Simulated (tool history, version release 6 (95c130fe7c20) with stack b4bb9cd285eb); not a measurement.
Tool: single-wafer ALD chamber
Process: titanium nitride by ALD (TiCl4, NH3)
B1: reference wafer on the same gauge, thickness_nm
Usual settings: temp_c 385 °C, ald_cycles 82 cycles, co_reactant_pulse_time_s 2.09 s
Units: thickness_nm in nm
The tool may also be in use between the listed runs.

Run 1, hour 0.0: usual settings but temp_c 379 °C, co_reactant_pulse_time_s 1.86 s; B1 1.778. Result: thickness_nm 1.586 nm.
Run 2, hour 196.3: usual settings but ald_cycles 95 cycles; B1 1.771. Result: thickness_nm 1.856 nm.
Run 3, hour 243.5: usual settings but ald_cycles 95 cycles; B1 1.769. Result: thickness_nm 1.857 nm.
Run 4, hour 285.5: usual settings but ald_cycles 95 cycles; B1 1.768. Result: thickness_nm 1.854 nm.
Run 5, hour 314.7: usual settings; B1 1.769. Result: thickness_nm 1.601 nm.
Run 6, hour 339.8: usual settings; B1 1.768. Result: thickness_nm 1.602 nm.
Run 7, hour 399.1: usual settings but co_reactant_pulse_time_s 2.54 s; B1 1.766. Result: thickness_nm 1.615 nm.
Run 8, hour 432.9: usual settings but co_reactant_pulse_time_s 2.54 s; B1 1.766. Result: thickness_nm 1.609 nm.
Run 9, hour 463.5: usual settings but co_reactant_pulse_time_s 2.51 s; B1 1.767. Result: thickness_nm 1.614 nm.
Run 10, hour 523.9: usual settings but co_reactant_pulse_time_s 2.51 s; B1 1.764. Result: thickness_nm 1.614 nm.
At hour 562.5: thermocouple changed; heater temperature recalibrated.
Run 11, hour 569.5: usual settings but temp_c 393 °C, ald_cycles 91 cycles, co_reactant_pulse_time_s 1.39 s; B1 1.765. Result: thickness_nm 1.738 nm.
Run 12, hour 595.4: usual settings; B1 1.764. Result: thickness_nm 1.594 nm.
Run 13, hour 627.9: usual settings but ald_cycles 75 cycles; B1 1.764. Result: thickness_nm 1.466 nm.
At hour 701.4: showerhead replaced.
Run 14, hour 719.4: usual settings but ald_cycles 74 cycles, co_reactant_pulse_time_s 2.47 s; B1 1.763. Result: thickness_nm 1.453 nm.
At hour 725.3: gauge calibrated.
Run 15, hour 754.3: usual settings but temp_c 378 °C, ald_cycles 77 cycles, co_reactant_pulse_time_s 1.83 s; B1 1.811. Result: thickness_nm 1.515 nm.
Run 16, hour 780.0: usual settings but ald_cycles 88 cycles; B1 1.809. Result: thickness_nm 1.761 nm.
Run 17, hour 844.8: usual settings; B1 1.800. Result: thickness_nm 1.631 nm.
Run 18, hour 885.2: usual settings but ald_cycles 88 cycles; B1 1.797. Result: thickness_nm 1.737 nm.
Run 19, hour 944.9: usual settings; B1 1.791. Result: thickness_nm 1.619 nm.
Run 20, hour 997.5: usual settings but temp_c 394 °C; B1 1.788. Result: thickness_nm 1.628 nm.

Forecast each of these 3 alternatives for the next run:
Run A, hour 998.1: usual settings; B1 ?. Result: thickness_nm ?.
Run B, hour 998.1: usual settings but temp_c 398 °C, ald_cycles 96 cycles, co_reactant_pulse_time_s 1.59 s; B1 ?. Result: thickness_nm ?.
Run C, hour 998.1: usual settings but temp_c 395 °C; B1 ?. Result: thickness_nm ?.

run     B1  thickness_nm
  A  1.788         1.621
  B  1.788         1.888
  C  1.788         1.634
Without the tool's hidden state the same runs would have given:
run  thickness_nm
  A         1.651
  B         1.922
  C         1.664

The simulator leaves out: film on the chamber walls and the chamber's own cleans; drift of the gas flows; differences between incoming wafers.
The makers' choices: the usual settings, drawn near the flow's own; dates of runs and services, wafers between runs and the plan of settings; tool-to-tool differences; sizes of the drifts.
